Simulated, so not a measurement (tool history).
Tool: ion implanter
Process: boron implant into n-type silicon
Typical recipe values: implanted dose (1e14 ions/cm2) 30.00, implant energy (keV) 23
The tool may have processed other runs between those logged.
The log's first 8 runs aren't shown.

run   hour  implanted dose (1e14 ions/cm2)  implant energy (keV)  read-back reference wafer on the same gauge, sheet resistance  sheet resistance of the implanted and annealed layer (ohm/square)
  9  406.7                           30.00                    23                                                          72.40                                                              63.83
 10  467.2                           30.00                    23                                                          72.31                                                              64.03
 11  510.8                           30.00                    23                                                          72.31                                                              64.18
     558.5  -- Faraday cup replaced and dose calibrated
 12  568.3                           30.00                    23                                                          72.36                                                              63.16
 13  631.4                           30.00                    23                                                          72.36                                                              63.54
 14  701.8                           30.00                    23                                                          72.33                                                              63.60
 15  795.4                           30.00                    23                                                          72.31                                                              64.31
 16  849.3                           30.00                    23                                                          72.34                                                              63.98
 17  901.2                           22.59                    23                                                          72.28                                                              72.04
 18  946.7                           22.89                    28                                                          72.29                                                              68.38

Estimate the outcome of run 19 from the log above:
      963.2  -- extraction supply calibrated
      987.8  -- gauge calibrated
 19  1082.5                           30.00                    27                                                              ?                                                                  ?

read-back reference wafer on the same gauge, sheet resistance: 72.31
sheet resistance of the implanted and annealed layer (ohm/square): 60.37
On a tool with no hidden condition, and with the same random variation, this run would have come out at sheet resistance of the implanted and annealed layer (ohm/square) 59.13.
